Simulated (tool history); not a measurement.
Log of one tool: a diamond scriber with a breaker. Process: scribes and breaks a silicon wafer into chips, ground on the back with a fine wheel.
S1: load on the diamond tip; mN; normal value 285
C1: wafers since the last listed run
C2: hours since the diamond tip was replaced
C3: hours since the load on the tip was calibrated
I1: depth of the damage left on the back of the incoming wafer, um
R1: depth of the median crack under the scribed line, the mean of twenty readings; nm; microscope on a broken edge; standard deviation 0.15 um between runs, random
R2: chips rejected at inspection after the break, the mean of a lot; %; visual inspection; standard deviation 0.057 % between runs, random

run,day,S1,C1,C2,C3,I1,R1,R2
1,0,348,0,300.9,1165.8,3,13030,2.21
2,1.033,348,37,325.7,1190.6,2.24,12710,1.6
3,1.783,348,26,343.7,1208.6,2.32,12380,1.76
4,3.192,310,50,377.5,1242.4,2.04,11000,5.84
5,4.458,285,45,407.9,1272.8,2.1,9750,12.83
6,5.867,285,50,441.7,1306.6,1.83,9590,13.76
7,6.717,285,30,462.1,1327,2.55,9580,15.97
8,7.612,354,32,483.6,1348.5,2.24,11950,3.42
9,8.517,355,32,505.3,1370.2,1.61,11640,3.08
10,9.112,285,21,519.6,1384.5,2.9,9260,20.34
11,10.288,334,42,547.8,1412.7,2.68,10640,7.62
12,11.783,356,53,583.7,1448.6,1.53,11080,5.2
# day 11.946: load on the tip recalibrated
13,13.279,347,50,619.6,32,2.74,13270,1.66
# day 13.817: diamond tip replaced by a new one
14,17.067,208,132,78,122.9,1.67,8640,22.97
15,18.188,332,40,104.9,149.8,1.77,14940,2.68

Forecast each of these 3 alternatives for the next run:
A,18.212,285,0,105.5,150.4,1.83,?,?
B,18.212,370,0,105.5,150.4,1.83,?,?
C,18.212,341,0,105.5,150.4,1.83,?,?

run,R1,R2
A,12840,1.29
B,16760,7.09
C,15480,3.55
Stripped of hidden state, with their random variation kept, the same runs would have yielded:
run,R1,R2
A,13410,1.01
B,17510,9.61
C,16170,5.32
